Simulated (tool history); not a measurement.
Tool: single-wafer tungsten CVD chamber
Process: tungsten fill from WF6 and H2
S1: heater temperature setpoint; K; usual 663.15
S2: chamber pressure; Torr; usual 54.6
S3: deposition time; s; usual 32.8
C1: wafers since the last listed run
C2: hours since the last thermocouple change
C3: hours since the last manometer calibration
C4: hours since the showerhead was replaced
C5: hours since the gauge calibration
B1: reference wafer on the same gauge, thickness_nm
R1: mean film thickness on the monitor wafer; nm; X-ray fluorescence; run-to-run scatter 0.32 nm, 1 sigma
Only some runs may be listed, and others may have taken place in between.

| run | hour | S1 | S2 | S3 | C1 | C2 | C3 | C4 | C5 | B1 | R1 |
|---|---|---|---|---|---|---|---|---|---|---|---|
| 1 | 0.0 | 663.15 | 54.6 | 32.8 | 0 | 426.8 | 101.0 | 5366.7 | 385.8 | 92.793 | 93.441 |
| 2 | 98.1 | 663.15 | 54.6 | 32.8 | 1120 | 524.9 | 199.1 | 5464.8 | 483.9 | 92.831 | 93.571 |
| 3 | 169.5 | 663.15 | 54.6 | 32.8 | 815 | 596.3 | 270.5 | 5536.2 | 555.3 | 92.901 | 93.156 |
| 4 | 274.7 | 663.15 | 54.6 | 32.8 | 1202 | 701.5 | 375.7 | 5641.4 | 660.5 | 92.890 | 93.467 |
| 5 | 331.2 | 663.15 | 54.6 | 32.8 | 645 | 758.0 | 432.2 | 5697.9 | 717.0 | 92.858 | 93.929 |
| 6 | 469.8 | 669.15 | 54.6 | 32.8 | 1583 | 896.6 | 570.8 | 5836.5 | 855.6 | 92.811 | 106.381 |
| 7 | 552.9 | 663.15 | 61.3 | 32.8 | 949 | 979.7 | 653.9 | 5919.6 | 938.7 | 92.794 | 97.977 |
| 8 | 653.9 | 663.15 | 61.3 | 32.8 | 1154 | 1080.7 | 754.9 | 6020.6 | 1039.7 | 92.749 | 98.039 |
| 9 | 706.9 | 663.15 | 61.3 | 32.8 | 605 | 1133.7 | 807.9 | 6073.6 | 1092.7 | 92.753 | 98.082 |
| 10 | 761.0 | 663.15 | 54.6 | 32.8 | 618 | 1187.8 | 862.0 | 6127.7 | 1146.8 | 92.700 | 93.585 |
| 11 | 868.3 | 663.15 | 54.6 | 32.8 | 1226 | 1295.1 | 969.3 | 6235.0 | 1254.1 | 92.739 | 93.355 |
| 12 | 976.1 | 673.15 | 54.6 | 32.8 | 1231 | 1402.9 | 1077.1 | 6342.8 | 1361.9 | 92.733 | 115.996 |
| 13 | 1016.8 | 673.15 | 54.6 | 32.8 | 465 | 1443.6 | 1117.8 | 6383.5 | 1402.6 | 92.828 | 115.391 |
|  | 1077.4 | capacitance manometer re-zeroed and calibrated |
| 14 | 1077.9 | 673.15 | 54.6 | 32.8 | 606 | 1504.7 | 0.5 | 6444.6 | 1463.7 | 92.694 | 116.000 |
| 15 | 1329.2 | 674.15 | 54.6 | 32.8 | 2871 | 1756.0 | 251.8 | 6695.9 | 1715.0 | 92.805 | 118.124 |
|  | 1360.2 | gauge calibrated |
|  | 1393.4 | thermocouple changed; heater temperature recalibrated |
| 16 | 1408.0 | 654.15 | 54.6 | 38.3 | 809 | 14.6 | 330.6 | 6774.7 | 47.8 | 92.699 | 89.265 |
| 17 | 1464.7 | 676.15 | 62.2 | 30.4 | 647 | 71.3 | 387.3 | 6831.4 | 104.5 | 92.679 | 119.677 |
| 18 | 1535.3 | 650.15 | 62.2 | 26.3 | 806 | 141.9 | 457.9 | 6902.0 | 175.1 | 92.811 | 58.930 |
| 19 | 1607.1 | 663.15 | 54.6 | 37.1 | 820 | 213.7 | 529.7 | 6973.8 | 246.9 | 92.893 | 105.997 |
|  | 1689.2 | showerhead replaced |
| 20 | 1704.0 | 663.15 | 54.6 | 32.8 | 1015 | 310.6 | 626.6 | 14.8 | 343.8 | 92.852 | 93.256 |
| 21 | 1770.0 | 663.15 | 54.6 | 32.8 | 754 | 376.6 | 692.6 | 80.8 | 409.8 | 92.754 | 93.119 |
| 22 | 1818.1 | 663.15 | 61.3 | 32.8 | 549 | 424.7 | 740.7 | 128.9 | 457.9 | 92.839 | 99.170 |
| 23 | 1887.8 | 658.15 | 64.4 | 34.5 | 796 | 494.4 | 810.4 | 198.6 | 527.6 | 92.680 | 94.732 |
| 24 | 1925.7 | 657.15 | 47.7 | 30.0 | 433 | 532.3 | 848.3 | 236.5 | 565.5 | 92.725 | 70.296 |
| 25 | 2018.0 | 663.15 | 50.2 | 32.8 | 1054 | 624.6 | 940.6 | 328.8 | 657.8 | 92.762 | 89.776 |
| 26 | 2069.5 | 676.15 | 65.1 | 27.3 | 588 | 676.1 | 992.1 | 380.3 | 709.3 | 92.693 | 110.776 |
| 27 | 2125.8 | 678.15 | 49.6 | 28.2 | 643 | 732.4 | 1048.4 | 436.6 | 765.6 | 92.821 | 104.675 |
| 28 | 2214.9 | 657.15 | 54.6 | 32.8 | 1018 | 821.5 | 1137.5 | 525.7 | 854.7 | 92.639 | 81.792 |
|  | 2238.8 | capacitance manometer re-zeroed and calibrated |
| 29 | 2316.9 | 658.15 | 54.6 | 26.7 | 1074 | 923.5 | 78.1 | 627.7 | 956.7 | 92.866 | 67.865 |
| 30 | 2357.1 | 675.15 | 62.1 | 32.8 | 459 | 963.7 | 118.3 | 667.9 | 996.9 | 92.887 | 127.532 |
| 31 | 2411.6 | 663.15 | 54.6 | 32.8 | 622 | 1018.2 | 172.8 | 722.4 | 1051.4 | 92.753 | 93.055 |
| 32 | 2510.9 | 663.15 | 44.9 | 28.2 | 1134 | 1117.5 | 272.1 | 821.7 | 1150.7 | 92.845 | 72.728 |
| 33 | 2584.1 | 663.15 | 61.3 | 32.8 | 836 | 1190.7 | 345.3 | 894.9 | 1223.9 | 92.807 | 98.488 |
| 34 | 2656.0 | 663.15 | 54.6 | 32.8 | 821 | 1262.6 | 417.2 | 966.8 | 1295.8 | 92.708 | 93.137 |

The tool's hidden state at each run:
wafer temperature above the value expected at the setpoint (K): 0 on each run
true pressure above the setpoint (%): 0 on each run
gauge reads high (%): 0 on each run
